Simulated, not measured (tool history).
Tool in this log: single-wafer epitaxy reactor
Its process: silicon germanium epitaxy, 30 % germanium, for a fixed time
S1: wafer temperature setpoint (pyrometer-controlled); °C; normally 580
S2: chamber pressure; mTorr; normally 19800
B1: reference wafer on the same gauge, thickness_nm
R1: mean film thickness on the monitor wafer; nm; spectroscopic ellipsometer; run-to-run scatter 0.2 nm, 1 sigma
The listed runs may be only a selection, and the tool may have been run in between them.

run 1 hour=0 | S1=580 S2=19800 | B1=40.151 | R1=41.007
run 2 hour=66.8 | S1=591 S2=19800 | B1=40.233 | R1=50.471
run 3 hour=147.6 | S1=587 S2=21100 | B1=40.144 | R1=47.613
run 4 hour=240.6 | S1=587 S2=21100 | B1=40.207 | R1=47.043
run 5 hour=288 | S1=587 S2=21100 | B1=40.3 | R1=47.15
run 6 hour=498.1 | S1=580 S2=19800 | B1=40.082 | R1=40.044
-- hour=511.1 showerhead replaced, of another model than before
run 7 hour=733.1 | S1=570 S2=19800 | B1=40.27 | R1=32.232
run 8 hour=813.8 | S1=570 S2=19800 | B1=40.319 | R1=32.1
-- hour=904.9 pyrometer calibrated
run 9 hour=910.4 | S1=570 S2=19800 | B1=40.261 | R1=34.728
run 10 hour=997.5 | S1=580 S2=16400 | B1=40.343 | R1=39.891
run 11 hour=1050.5 | S1=580 S2=21500 | B1=40.203 | R1=43.959
run 12 hour=1127.8 | S1=580 S2=19800 | B1=40.263 | R1=42.148
run 13 hour=1171.2 | S1=580 S2=21500 | B1=40.255 | R1=43.018
run 14 hour=1269.4 | S1=580 S2=19800 | B1=40.155 | R1=41.904
run 15 hour=1362.6 | S1=580 S2=19800 | B1=40.242 | R1=41.986
run 16 hour=1426.3 | S1=567 S2=17600 | B1=40.292 | R1=30.97
run 17 hour=1513.5 | S1=566 S2=22200 | B1=40.143 | R1=32.892
-- hour=1554.9 capacitance manometer re-zeroed and calibrated
run 18 hour=1572.6 | S1=590 S2=22900 | B1=40.155 | R1=52.889
run 19 hour=1653.2 | S1=591 S2=15200 | B1=40.139 | R1=47.29
run 20 hour=1691.7 | S1=589 S2=23500 | B1=40.227 | R1=52.822
run 21 hour=1774.5 | S1=588 S2=16200 | B1=40.198 | R1=45.573
-- hour=1777.3 gauge calibrated
run 22 hour=1817.9 | S1=593 S2=15600 | B1=40.231 | R1=49.613
run 23 hour=1862.9 | S1=580 S2=19800 | B1=40.186 | R1=41.137
run 24 hour=1952 | S1=566 S2=22000 | B1=40.233 | R1=32.485
run 25 hour=2022.4 | S1=580 S2=15300 | B1=40.219 | R1=37.879
run 26 hour=2066.5 | S1=595 S2=23300 | B1=40.166 | R1=57.573
run 27 hour=2140.4 | S1=580 S2=19800 | B1=40.256 | R1=40.62
run 28 hour=2229.8 | S1=590 S2=17500 | B1=40.266 | R1=47.427
run 29 hour=2272.7 | S1=580 S2=21700 | B1=40.247 | R1=42.012
run 30 hour=2350.2 | S1=580 S2=19800 | B1=40.235 | R1=40.489
run 31 hour=2445.1 | S1=589 S2=19800 | B1=40.166 | R1=47.984
run 32 hour=2518.3 | S1=580 S2=15500 | B1=40.262 | R1=36.844
-- hour=2560.4 pyrometer calibrated
run 33 hour=2583 | S1=574 S2=16700 | B1=40.158 | R1=35.168
run 34 hour=2643.2 | S1=580 S2=19800 | B1=40.222 | R1=41.649
run 35 hour=2741.5 | S1=593 S2=15600 | B1=40.201 | R1=49.837

Here are 4 independent what-if runs from the current tool condition. What would each one return?
run A hour=2741.9 | S1=580 S2=23600 | B1=? | R1=?
run B hour=2741.9 | S1=580 S2=15200 | B1=? | R1=?
run C hour=2741.9 | S1=574 S2=16400 | B1=? | R1=?
run D hour=2741.9 | S1=585 S2=24100 | B1=? | R1=?

run=A B1=40.223 R1=44.23
run=B B1=40.223 R1=38.254
run=C B1=40.223 R1=34.826
run=D B1=40.223 R1=49.095
With no hidden state in the tool, these same runs would have given:
run=A R1=44.245
run=B R1=38.267
run=C R1=34.837
run=D R1=49.111
